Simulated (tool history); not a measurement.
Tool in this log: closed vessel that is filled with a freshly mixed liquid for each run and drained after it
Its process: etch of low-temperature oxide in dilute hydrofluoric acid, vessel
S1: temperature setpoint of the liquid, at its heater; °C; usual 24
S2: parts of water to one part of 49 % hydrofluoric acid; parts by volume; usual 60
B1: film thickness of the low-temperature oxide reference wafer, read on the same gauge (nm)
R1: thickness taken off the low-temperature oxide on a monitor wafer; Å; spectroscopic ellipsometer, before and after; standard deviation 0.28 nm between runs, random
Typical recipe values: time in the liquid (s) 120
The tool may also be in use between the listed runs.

Run 1, hour 0: usual settings; B1 110. Result: R1 513.4 Å.
Run 2, hour 69.5: usual settings; B1 109.99. Result: R1 513 Å.
Run 3, hour 172.7: usual settings; B1 110.05. Result: R1 521.6 Å.
Run 4, hour 208.8: usual settings; B1 109.99. Result: R1 514.8 Å.
Run 5, hour 277.7: usual settings; B1 110.02. Result: R1 512.2 Å.
Run 6, hour 382.5: usual settings; B1 110.01. Result: R1 516.1 Å.
Run 7, hour 701.4: usual settings; B1 110.02. Result: R1 525.8 Å.
Run 8, hour 759.7: usual settings; B1 110.02. Result: R1 525.7 Å.
Run 9, hour 836.2: usual settings but S1 22 °C, time in the liquid (s) 180; B1 110. Result: R1 692.1 Å.
Run 10, hour 904.8: usual settings but S1 20.5 °C; B1 109.99. Result: R1 436.8 Å.
Run 11, hour 994.6: usual settings but S1 27 °C, S2 50 parts by volume, time in the liquid (s) 95; B1 109.96. Result: R1 551.5 Å.
Run 12, hour 1084.2: usual settings but S1 26.5 °C, S2 85 parts by volume, time in the liquid (s) 185; B1 110. Result: R1 597 Å.
Run 13, hour 1182.4: usual settings but S1 20 °C, S2 80 parts by volume, time in the liquid (s) 75; B1 110.01. Result: R1 196.7 Å.
Run 14, hour 1496.9: usual settings but S1 20.5 °C, S2 35 parts by volume; B1 109.98. Result: R1 792.9 Å.
Run 15, hour 1537.5: usual settings; B1 109.96. Result: R1 512.1 Å.
Run 16, hour 1644.8: usual settings; B1 110.02. Result: R1 517.7 Å.

Between the runs listed above, the log contained 4 entries, not reproduced here. Where in the sequence does each belong, and how does what the log doesn't record of the tool's condition differ from the listed run before to the listed run after?
Between runs 6 and 7: thermometer replaced (hour 437.9)
  hydrofluoric acid flow above the setpoint (%): 3.94 -> 5.36
  measured result minus the result with no hidden state, R1: +21.1 -> +28.7 Å
Between runs 8 and 9: hydrofluoric acid flow meter replaced (hour 763.7); gauge calibrated (hour 765.6)
  hydrofluoric acid flow above the setpoint (%): 5.62 -> 0.737
  measured result minus the result with no hidden state, R1: +30 -> +5.5 Å
Between runs 13 and 14: thermometer replaced (hour 1308.5)
  hydrofluoric acid flow above the setpoint (%): 2.28 -> 3.68
  measured result minus the result with no hidden state, R1: +4.8 -> +29.2 Å
